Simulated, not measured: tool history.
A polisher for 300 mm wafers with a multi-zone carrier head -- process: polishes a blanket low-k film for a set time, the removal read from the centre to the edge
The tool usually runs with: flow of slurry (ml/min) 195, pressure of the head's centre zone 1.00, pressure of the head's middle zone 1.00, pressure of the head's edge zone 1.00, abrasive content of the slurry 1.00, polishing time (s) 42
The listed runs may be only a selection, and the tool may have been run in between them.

run    hour  flow of slurry (ml/min)  pressure of the head's centre zone  pressure of the head's middle zone  pressure of the head's edge zone  abrasive content of the slurry  polishing time (s)  wafers since the last listed run  wafers polished on this pad  hours since the slurry nozzle was cleaned  hours since the centre zone pressure was calibrated  hours since the edge zone pressure was calibrated  hours since the carrier head's membrane was replaced  incoming thickness of the incoming film, nm  film removed at the wafer's centre (nm)  film removed at mid-radius (nm)  film removed at the wafer's edge (nm)
  1     0.0                      235                                1.00                                0.95                              1.00                            1.00                  42                                 0                         3923                                       76.9                                                728.4                                              365.1                                                 614.1                                        451.9                                     10.8                             10.4                                   10.6
       46.0  -- centre zone pressure recalibrated
  2    68.7                      235                                1.00                                0.95                              1.00                            1.00                  42                              1089                         5013                                      145.6                                                 22.7                                              433.8                                                 682.8                                        445.7                                     10.6                             10.4                                   10.6
  3   115.8                      195                                1.00                                1.00                              1.00                            0.85                  42                               769                         5782                                      192.7                                                 69.8                                              480.9                                                 729.9                                        448.4                                      9.8                              9.7                                    9.9
      142.7  -- worn pad replaced by a new one
  4   198.6                      195                                1.00                                1.00                              1.00                            0.85                  42                              1287                          912                                      275.5                                                152.6                                              563.7                                                 812.7                                        442.4                                      9.3                              9.4                                    9.6
  5   279.8                      195                                1.00                                1.00                              1.00                            0.85                  42                              1326                         2239                                      356.7                                                233.8                                              644.9                                                 893.9                                        454.5                                      9.2                              9.2                                    9.4
      335.8  -- slurry nozzle cleaned
  6   361.6                      195                                1.00                                1.00                              1.00                            1.00                  42                              1319                         3558                                       25.8                                                315.6                                              726.7                                                 975.7                                        456.5                                     10.6                             10.6                                   10.3
      365.7  -- edge zone pressure recalibrated
  7   434.1                      195                                1.00                                1.00                              1.00                            1.00                  42                              1151                         4710                                       98.3                                                388.1                                               68.4                                                1048.2                                        455.4                                     10.5                             10.5                                   10.5
      490.3  -- worn pad replaced by a new one
  8   528.8                      175                                1.00                                1.00                              1.00                            1.00                  42                              1481                          629                                      193.0                                                482.8                                              163.1                                                1142.9                                        452.8                                     10.2                             10.1                                   10.2
  9   632.9                      175                                1.00                                1.00                              1.00                            1.00                  42                              1700                         2329                                      297.1                                                586.9                                              267.2                                                1247.0                                        445.5                                      9.7                             10.0                                   10.1
      671.7  -- slurry nozzle cleaned
      680.1  -- carrier head's membrane replaced by a new one
 10   681.1                      195                                1.00                                1.00                              1.00                            1.00                  42                               689                         3018                                        9.4                                                635.1                                              315.4                                                   1.0                                        440.5                                     10.4                             10.4                                   10.6
      734.1  -- centre zone pressure recalibrated
 11   749.0                      195                                1.08                                1.12                              1.00                            1.00                  42                              1076                         4095                                       77.3                                                 14.9                                              383.3                                                  68.9                                        448.5                                     11.3                             11.6                                   10.4
 12   796.1                      195                                1.00                                1.00                              1.00                            1.00                  42                               769                         4864                                      124.4                                                 62.0                                              430.4                                                 116.0                                        450.1                                     10.2                             10.5                                   10.5
      888.3  -- worn pad replaced by a new one
     1064.3  -- slurry nozzle cleaned
 13  1106.2                      195                                1.00                                1.00                              1.00                            0.70                  50                              4983                         3543                                       41.9                                                372.1                                              740.5                                                 426.1                                        449.3                                     10.8                             10.8                                   10.5
     1144.8  -- edge zone pressure recalibrated
 14  1198.7                      195                                1.00                                1.00                              1.00                            1.00                  42                              1478                         5021                                      134.4                                                464.6                                               53.9                                                 518.6                                        448.2                                     10.5                             10.6                                   10.5
     1260.1  -- worn pad replaced by a new one
 15  1266.1                      260                                1.00                                1.00                              1.00                            1.00                  42                              1035                           98                                      201.8                                                532.0                                              121.3                                                 586.0                                        449.4                                     10.5                             10.8                                   10.8
     1338.3  -- centre zone pressure recalibrated
 16  1339.6                      195                                1.08                                1.00                              1.11                            1.00                  42                              1167                         1266                                      275.3                                                  1.3                                              194.8                                                 659.5                                        442.0                                     10.7                             10.3                                   10.8
     1429.4  -- slurry nozzle cleaned
 17  1481.5                      260                                1.00                                1.00                              1.00                            1.00                  42                              2301                         3567                                       52.1                                                143.2                                              336.7                                                 801.4                                        456.1                                     10.9                             11.0                                   10.5
 18  1584.2                      240                                1.00                                1.00                              1.00                            1.00                  42                              1677                         5245                                      154.8                                                245.9                                              439.4                                                 904.1                                        442.8                                     10.9                             10.7                                   10.7
     1631.5  -- worn pad replaced by a new one
 19  1687.4                      195                                1.00                                1.00                              1.00                            1.00                  42                              1620                          913                                      258.0                                                349.1                                              542.6                                                1007.3                                        453.5                                     10.1                             10.2                                   10.3
     1724.8  -- carrier head's membrane replaced by a new one
 20  1727.7                      165                                1.00                                1.00                              1.09                            0.75                  47                               576                         1490                                      298.3                                                389.4                                              582.9                                                   2.9                                        451.6                                      9.5                              9.8                                   10.1
     1761.5  -- slurry nozzle cleaned
 21  1768.5                      215                                1.00                                1.00                              1.00                            1.00                  42                               650                         2140                                        7.0                                                430.2                                              623.7                                                  43.7                                        454.6                                     10.9                             10.7                                   10.6

3 ways to go on from here, each from the tool as it stands after run 21. What would each give?
  A  1768.9                      195                                0.96                                1.00                              1.00                            1.00                  42                                 6                         2146                                        7.4                                                430.6                                              624.1                                                  44.1                                        451.3                                        ?                                ?                                      ?
  B  1768.9                      195                                1.00                                0.92                              1.00                            1.00                  42                                 6                         2146                                        7.4                                                430.6                                              624.1                                                  44.1                                        451.3                                        ?                                ?                                      ?
  C  1768.9                      220                                1.00                                1.00                              1.00                            1.00                  42                                 6                         2146                                        7.4                                                430.6                                              624.1                                                  44.1                                        451.3                                        ?                                ?                                      ?

run  film removed at the wafer's centre (nm)  film removed at mid-radius (nm)  film removed at the wafer's edge (nm)
  A                                     10.3                             10.7                                   10.4
  B                                     10.6                             10.0                                   10.4
  C                                     10.8                             10.9                                   10.5
Take away the tool's hidden state, keep each run's random variation, and the runs would have read:
run  film removed at the wafer's centre (nm)  film removed at mid-radius (nm)  film removed at the wafer's edge (nm)
  A                                     10.3                             10.8                                   10.4
  B                                     10.6                             10.0                                   10.4
  C                                     10.8                             10.9                                   10.5
